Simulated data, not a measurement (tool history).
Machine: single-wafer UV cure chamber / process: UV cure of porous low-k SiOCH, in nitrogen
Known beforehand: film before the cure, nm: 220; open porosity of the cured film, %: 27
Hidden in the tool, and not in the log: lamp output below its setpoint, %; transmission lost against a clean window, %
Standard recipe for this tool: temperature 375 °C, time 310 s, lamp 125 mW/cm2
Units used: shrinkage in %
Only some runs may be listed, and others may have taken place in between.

| run | hour | temperature | time | lamp | wafers since the last listed run | hours since the UV bulbs were replaced | wafers since the quartz window was cleaned | shrinkage |
|---|---|---|---|---|---|---|---|---|
| 1 | 0 | 375 | 310 | 125 | 0 | 319.7 | 1180 | 17.167 |
| 2 | 65.3 | 375 | 310 | 125 | 585 | 385 | 1766 | 17.007 |
| 3 | 104.3 | 375 | 310 | 125 | 349 | 424 | 2116 | 16.977 |
| 4 | 186.9 | 375 | 310 | 125 | 740 | 506.6 | 2856 | 16.745 |
| 5 | 240.2 | 375 | 310 | 125 | 477 | 559.9 | 3334 | 16.151 |
|  | 285.1 | quartz window cleaned |
| 6 | 296.3 | 375 | 310 | 95 | 431 | 616 | 100 | 16.059 |
| 7 | 387.4 | 375 | 310 | 106 | 816 | 707.1 | 917 | 16.057 |
| 8 | 483.4 | 375 | 310 | 106 | 860 | 803.1 | 1778 | 15.968 |
| 9 | 533.5 | 375 | 310 | 125 | 449 | 853.2 | 2227 | 16.088 |
| 10 | 571.7 | 375 | 310 | 125 | 342 | 891.4 | 2569 | 16.254 |
|  | 662.7 | quartz window cleaned |
| 11 | 674.6 | 375 | 310 | 125 | 850 | 994.3 | 106 | 16.71 |
| 12 | 717 | 375 | 310 | 125 | 380 | 1036.7 | 486 | 16.645 |
|  | 749.6 | UV bulbs replaced |
| 13 | 806.7 | 375 | 310 | 125 | 732 | 57.1 | 1219 | 17.6 |
| 14 | 866.4 | 375 | 310 | 125 | 535 | 116.8 | 1754 | 17.205 |
| 15 | 912.5 | 385 | 310 | 125 | 413 | 162.9 | 2167 | 17.212 |
| 16 | 996.5 | 375 | 310 | 125 | 753 | 246.9 | 2921 | 16.767 |
|  | 1018.5 | quartz window cleaned |
| 17 | 1046.4 | 375 | 360 | 159 | 375 | 296.8 | 250 | 19.594 |
| 18 | 1085.6 | 375 | 310 | 141 | 351 | 336 | 601 | 17.975 |
| 19 | 1148.1 | 393 | 175 | 145 | 560 | 398.5 | 1161 | 15.057 |
| 20 | 1255 | 375 | 310 | 125 | 958 | 505.4 | 2120 | 17.11 |
| 21 | 1320.4 | 375 | 310 | 125 | 586 | 570.8 | 2706 | 16.853 |
|  | 1394.9 | quartz window cleaned |
| 22 | 1616.5 | 392 | 230 | 100 | 2583 | 866.9 | 1986 | 13.959 |
| 23 | 1720.7 | 375 | 310 | 125 | 934 | 971.1 | 2920 | 16.004 |
| 24 | 1757.2 | 375 | 310 | 86 | 327 | 1007.6 | 3248 | 13.654 |
|  | 1768.3 | UV bulbs replaced |
|  | 1809.1 | quartz window cleaned |
| 25 | 1823.8 | 362 | 430 | 88 | 453 | 55.5 | 131 | 17.435 |
| 26 | 1862.1 | 375 | 310 | 125 | 343 | 93.8 | 474 | 17.722 |
| 27 | 1907.8 | 375 | 310 | 125 | 409 | 139.5 | 884 | 17.812 |
| 28 | 1963.7 | 392 | 310 | 99 | 501 | 195.4 | 1385 | 16.762 |

Below are 3 alternative next runs, each starting from the tool's condition after run 28. Predict each:
| A | 1964.2 | 375 | 310 | 113 | 4 | 195.9 | 1390 | ? |
| B | 1964.2 | 390 | 405 | 147 | 4 | 195.9 | 1390 | ? |
| C | 1964.2 | 389 | 310 | 163 | 4 | 195.9 | 1390 | ? |

| run | shrinkage |
|---|---|
| A | 16.754 |
| B | 20.201 |
| C | 19.215 |
With no hidden state in the tool, these same runs would have given:
| run | shrinkage |
|---|---|
| A | 17.377 |
| B | 20.836 |
| C | 19.849 |
